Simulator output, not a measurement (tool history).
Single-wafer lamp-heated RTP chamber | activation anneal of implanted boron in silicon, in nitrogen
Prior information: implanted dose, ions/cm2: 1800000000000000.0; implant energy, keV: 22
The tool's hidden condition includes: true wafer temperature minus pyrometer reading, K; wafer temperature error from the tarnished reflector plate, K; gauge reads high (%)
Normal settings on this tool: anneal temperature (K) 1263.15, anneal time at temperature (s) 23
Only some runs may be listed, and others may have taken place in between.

run,hour,anneal temperature (K),anneal time at temperature (s),wafers since the last listed run,wafers since the last pyrometer calibration,wafers since the reflector plate was cleaned,hours since the gauge calibration,"read-back reference wafer on the same gauge, sheet resistance",sheet resistance of the implanted and annealed layer (ohm/square)
1,0.0,1263.15,12,0,4314,6967,183.6,86.33,86.18
2,26.0,1250.15,16,503,4817,7471,209.6,86.29,92.38
3,41.9,1250.15,16,307,5125,7778,225.5,86.33,91.88
# hour 69.8: pyrometer window cleaned and pyrometer calibrated
4,141.2,1250.15,16,1766,1381,9545,324.8,86.32,92.17
5,173.3,1263.15,23,621,2002,10166,356.9,86.32,82.92
6,204.1,1282.15,23,596,2598,10762,387.7,86.28,77.05
7,221.8,1282.15,23,342,2941,11105,405.4,86.31,76.68
# hour 230.0: gauge calibrated
8,255.0,1284.15,23,642,3583,11747,25.0,86.30,76.39
9,271.9,1284.15,23,327,3910,12074,41.9,86.32,76.33
10,303.9,1263.15,26,619,4530,12694,73.9,86.30,82.35
11,339.4,1263.15,23,687,5217,13381,109.4,86.29,82.66
# hour 357.7: pyrometer window cleaned and pyrometer calibrated
12,362.2,1263.15,23,286,87,13667,132.2,86.30,82.96
# hour 383.9: reflector plate cleaned
13,384.4,1263.15,23,274,362,10,154.4,86.30,83.02
14,399.1,1263.15,16,284,646,294,169.1,86.33,84.81
15,431.9,1285.15,35,634,1281,929,201.9,86.29,74.88

Forecast run 16:
16,463.0,1263.15,23,601,1883,1531,233.0,?,?

Run 16 measured read-back reference wafer on the same gauge, sheet resistance 86.29, sheet resistance of the implanted and annealed layer (ohm/square) 82.73.
Without the tool's hidden state the same run would have given sheet resistance of the implanted and annealed layer (ohm/square) 82.73.
